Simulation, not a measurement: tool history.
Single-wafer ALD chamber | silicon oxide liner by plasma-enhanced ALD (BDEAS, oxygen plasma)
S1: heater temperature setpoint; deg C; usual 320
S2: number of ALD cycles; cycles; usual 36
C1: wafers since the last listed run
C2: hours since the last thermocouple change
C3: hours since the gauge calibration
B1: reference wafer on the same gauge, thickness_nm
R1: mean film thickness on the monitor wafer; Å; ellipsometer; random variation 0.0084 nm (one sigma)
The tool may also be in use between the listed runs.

run 1 hour=0 | S1=326 S2=32 | C1=0 C2=955.4 C3=134 | B1=3.611 | R1=29.78
run 2 hour=37.7 | S1=326 S2=32 | C1=441 C2=993.1 C3=171.7 | B1=3.61 | R1=29.69
run 3 hour=96.5 | S1=326 S2=32 | C1=689 C2=1051.9 C3=230.5 | B1=3.61 | R1=29.76
run 4 hour=142.3 | S1=320 S2=39 | C1=536 C2=1097.7 C3=276.3 | B1=3.614 | R1=36.61
run 5 hour=181.7 | S1=320 S2=34 | C1=461 C2=1137.1 C3=315.7 | B1=3.608 | R1=31.88
run 6 hour=211.4 | S1=320 S2=36 | C1=348 C2=1166.8 C3=345.4 | B1=3.612 | R1=33.88
run 7 hour=272.9 | S1=320 S2=36 | C1=720 C2=1228.3 C3=406.9 | B1=3.607 | R1=33.81
run 8 hour=321.4 | S1=320 S2=36 | C1=568 C2=1276.8 C3=455.4 | B1=3.612 | R1=33.67
run 9 hour=351.2 | S1=320 S2=36 | C1=349 C2=1306.6 C3=485.2 | B1=3.611 | R1=33.75
run 10 hour=378.5 | S1=320 S2=36 | C1=320 C2=1333.9 C3=512.5 | B1=3.611 | R1=33.78
run 11 hour=434.1 | S1=326 S2=40 | C1=651 C2=1389.5 C3=568.1 | B1=3.614 | R1=37.03
run 12 hour=482 | S1=320 S2=34 | C1=561 C2=1437.4 C3=616 | B1=3.612 | R1=31.95
-- hour=512.1 thermocouple changed; heater temperature recalibrated
run 13 hour=537.9 | S1=326 S2=32 | C1=561 C2=25.8 C3=671.9 | B1=3.614 | R1=29.79
run 14 hour=599 | S1=320 S2=43 | C1=716 C2=86.9 C3=733 | B1=3.61 | R1=40.36
run 15 hour=769.6 | S1=309 S2=36 | C1=1999 C2=257.5 C3=903.6 | B1=3.609 | R1=34.33
-- hour=777 gauge calibrated
run 16 hour=803.4 | S1=320 S2=32 | C1=396 C2=291.3 C3=26.4 | B1=3.61 | R1=29.96
run 17 hour=864.3 | S1=329 S2=32 | C1=713 C2=352.2 C3=87.3 | B1=3.611 | R1=29.59
run 18 hour=898.7 | S1=310 S2=43 | C1=403 C2=386.6 C3=121.7 | B1=3.612 | R1=41.1
run 19 hour=934.6 | S1=320 S2=36 | C1=420 C2=422.5 C3=157.6 | B1=3.606 | R1=33.73
run 20 hour=975.7 | S1=305 S2=43 | C1=481 C2=463.6 C3=198.7 | B1=3.614 | R1=41.42

How the hidden state differs across the entries between the runs, from the last listed run before each to the first after it:
Between runs 12 and 13: thermocouple changed; heater temperature recalibrated (hour 512.1)
  no hidden state differs between the two runs
Between runs 15 and 16: gauge calibrated (hour 777)
  no hidden state differs between the two runs
